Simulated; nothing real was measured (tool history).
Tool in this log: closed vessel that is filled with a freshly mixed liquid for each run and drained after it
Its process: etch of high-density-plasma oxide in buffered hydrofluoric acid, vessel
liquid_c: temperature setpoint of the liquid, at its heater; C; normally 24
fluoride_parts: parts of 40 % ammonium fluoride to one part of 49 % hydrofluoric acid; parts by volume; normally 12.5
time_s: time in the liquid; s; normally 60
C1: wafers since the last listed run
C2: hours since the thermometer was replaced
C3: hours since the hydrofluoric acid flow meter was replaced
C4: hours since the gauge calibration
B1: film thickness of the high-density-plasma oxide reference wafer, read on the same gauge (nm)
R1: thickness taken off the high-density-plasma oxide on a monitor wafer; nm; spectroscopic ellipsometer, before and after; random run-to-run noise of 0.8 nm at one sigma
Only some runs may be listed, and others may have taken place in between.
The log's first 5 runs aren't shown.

Run 6, hour 272.5: usual settings but time_s 35 s; C1 3328; C2 100.6; C3 867.3; C4 1311.7; B1 130.03. Result: R1 54.97 nm.
At hour 295.2: gauge calibrated.
Run 7, hour 327.7: usual settings but time_s 75 s; C1 5235; C2 155.8; C3 922.5; C4 32.5; B1 130.03. Result: R1 118.1 nm.
Run 8, hour 358: usual settings; C1 2873; C2 186.1; C3 952.8; C4 62.8; B1 130.01. Result: R1 94.56 nm.
Run 9, hour 391.2: usual settings but liquid_c 27.5 C, fluoride_parts 16.5 parts by volume; C1 3148; C2 219.3; C3 986; C4 96; B1 130. Result: R1 86.82 nm.
Run 10, hour 423.1: usual settings; C1 3025; C2 251.2; C3 1017.9; C4 127.9; B1 130. Result: R1 94.63 nm.
Run 11, hour 494: usual settings; C1 6724; C2 322.1; C3 1088.8; C4 198.8; B1 129.98. Result: R1 95.5 nm.
Run 12, hour 527.7: usual settings; C1 3196; C2 355.8; C3 1122.5; C4 232.5; B1 129.95. Result: R1 95.11 nm.
At hour 560: hydrofluoric acid flow meter replaced.
Run 13, hour 581: usual settings but liquid_c 21 C, fluoride_parts 11 parts by volume, time_s 85 s; C1 4960; C2 409.1; C3 21; C4 285.8; B1 130.05. Result: R1 129.97 nm.
Run 14, hour 651.4: usual settings but liquid_c 22 C, fluoride_parts 15 parts by volume, time_s 50 s; C1 6676; C2 479.5; C3 91.4; C4 356.2; B1 130.02. Result: R1 59.49 nm.
Run 15, hour 702.9: usual settings but liquid_c 20 C, fluoride_parts 8.5 parts by volume, time_s 50 s; C1 4884; C2 531; C3 142.9; C4 407.7; B1 130.06. Result: R1 91.19 nm.
Run 16, hour 741.8: usual settings but liquid_c 28 C; C1 3689; C2 569.9; C3 181.8; C4 446.6; B1 130.01. Result: R1 120.52 nm.
Run 17, hour 813.5: usual settings but liquid_c 19.5 C, fluoride_parts 9 parts by volume, time_s 50 s; C1 6800; C2 641.6; C3 253.5; C4 518.3; B1 130. Result: R1 82.8 nm.

For run 18, what comes out?
Run 18, hour 863.5: usual settings; C1 4742; C2 691.6; C3 303.5; C4 568.3; B1 ?. Result: R1 ?.

Run 18 yielded B1 130.03, R1 96.1 nm.
Take away the tool's hidden state, keep the run-to-run variation as it was, and the same run would have given R1 92.5 nm.
